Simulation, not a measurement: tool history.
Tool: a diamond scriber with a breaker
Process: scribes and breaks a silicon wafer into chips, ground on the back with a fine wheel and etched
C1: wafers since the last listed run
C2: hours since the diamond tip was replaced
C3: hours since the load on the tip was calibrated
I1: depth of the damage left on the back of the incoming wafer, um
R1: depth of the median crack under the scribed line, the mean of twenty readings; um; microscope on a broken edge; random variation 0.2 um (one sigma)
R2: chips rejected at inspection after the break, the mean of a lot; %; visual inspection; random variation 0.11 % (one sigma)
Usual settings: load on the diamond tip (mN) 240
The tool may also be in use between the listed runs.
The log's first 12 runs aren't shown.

run 13 hour=595.4 | load_on_the_diamond_tip_(mN)=240 | C1=75 C2=657.8 C3=428.6 | I1=0.3 | R1=15.34 R2=2
run 14 hour=643.4 | load_on_the_diamond_tip_(mN)=198 | C1=90 C2=705.8 C3=476.6 | I1=0.76 | R1=13.53 R2=7.6
-- hour=650 diamond tip replaced by a new one
run 15 hour=677.8 | load_on_the_diamond_tip_(mN)=198 | C1=61 C2=27.8 C3=511 | I1=0.53 | R1=13.65 R2=8.22
run 16 hour=711 | load_on_the_diamond_tip_(mN)=264 | C1=62 C2=61 C3=544.2 | I1=0.38 | R1=15.85 R2=1.58
run 17 hour=739.2 | load_on_the_diamond_tip_(mN)=240 | C1=53 C2=89.2 C3=572.4 | I1=0.67 | R1=14.6 R2=2.44
run 18 hour=853.7 | load_on_the_diamond_tip_(mN)=174 | C1=216 C2=203.7 C3=686.9 | I1=0.35 | R1=12.21 R2=17.4
-- hour=887.5 load on the tip recalibrated
run 19 hour=907 | load_on_the_diamond_tip_(mN)=300 | C1=96 C2=257 C3=19.5 | I1=0.71 | R1=17.55 R2=5.2
run 20 hour=941 | load_on_the_diamond_tip_(mN)=240 | C1=64 C2=291 C3=53.5 | I1=0.78 | R1=15.24 R2=1.78
run 21 hour=970.1 | load_on_the_diamond_tip_(mN)=271 | C1=54 C2=320.1 C3=82.6 | I1=0.76 | R1=16.41 R2=2.4
run 22 hour=1040.4 | load_on_the_diamond_tip_(mN)=307 | C1=132 C2=390.4 C3=152.9 | I1=0.56 | R1=17.89 R2=5.65
run 23 hour=1076.5 | load_on_the_diamond_tip_(mN)=191 | C1=68 C2=426.5 C3=189 | I1=0.41 | R1=13.32 R2=7.05
run 24 hour=1147.9 | load_on_the_diamond_tip_(mN)=201 | C1=134 C2=497.9 C3=260.4 | I1=0.62 | R1=13.38 R2=5.84
run 25 hour=1209.7 | load_on_the_diamond_tip_(mN)=267 | C1=116 C2=559.7 C3=322.2 | I1=0.74 | R1=16.17 R2=1.98
run 26 hour=1279.7 | load_on_the_diamond_tip_(mN)=210 | C1=132 C2=629.7 C3=392.2 | I1=0.41 | R1=14.2 R2=4.58
-- hour=1329.3 diamond tip replaced by a new one
run 27 hour=1329.8 | load_on_the_diamond_tip_(mN)=205 | C1=90 C2=0.5 C3=442.3 | I1=0.52 | R1=13.39 R2=5.75
run 28 hour=1376.6 | load_on_the_diamond_tip_(mN)=203 | C1=88 C2=47.3 C3=489.1 | I1=0.6 | R1=13.8 R2=7.44
run 29 hour=1409.8 | load_on_the_diamond_tip_(mN)=269 | C1=62 C2=80.5 C3=522.3 | I1=0.46 | R1=15.84 R2=1.47
run 30 hour=1450.3 | load_on_the_diamond_tip_(mN)=272 | C1=76 C2=121 C3=562.8 | I1=0.45 | R1=15.63 R2=1.59
run 31 hour=1489.3 | load_on_the_diamond_tip_(mN)=240 | C1=73 C2=160 C3=601.8 | I1=0.31 | R1=14.88 R2=2.6
run 32 hour=1554.1 | load_on_the_diamond_tip_(mN)=272 | C1=122 C2=224.8 C3=666.6 | I1=0.78 | R1=15.53 R2=1.43

5 ways to go on from here, each from the tool as it stands after run 32. What would each give?
run A hour=1554.8 | load_on_the_diamond_tip_(mN)=240 | C1=1 C2=225.5 C3=667.3 | I1=0.31 | R1=? R2=?
run B hour=1554.8 | load_on_the_diamond_tip_(mN)=218 | C1=1 C2=225.5 C3=667.3 | I1=0.31 | R1=? R2=?
run C hour=1554.8 | load_on_the_diamond_tip_(mN)=186 | C1=1 C2=225.5 C3=667.3 | I1=0.31 | R1=? R2=?
run D hour=1554.8 | load_on_the_diamond_tip_(mN)=311 | C1=1 C2=225.5 C3=667.3 | I1=0.31 | R1=? R2=?
run E hour=1554.8 | load_on_the_diamond_tip_(mN)=262 | C1=1 C2=225.5 C3=667.3 | I1=0.31 | R1=? R2=?

run=A R1=14.5 R2=2.65
run=B R1=13.78 R2=5.14
run=C R1=12.7 R2=11.88
run=D R1=16.72 R2=3.33
run=E R1=15.21 R2=1.61
Without the tool's hidden state the same runs would have given:
run=A R1=15.44 R2=1.55
run=B R1=14.67 R2=2.28
run=C R1=13.52 R2=6.45
run=D R1=17.8 R2=7.14
run=E R1=16.19 R2=2.18
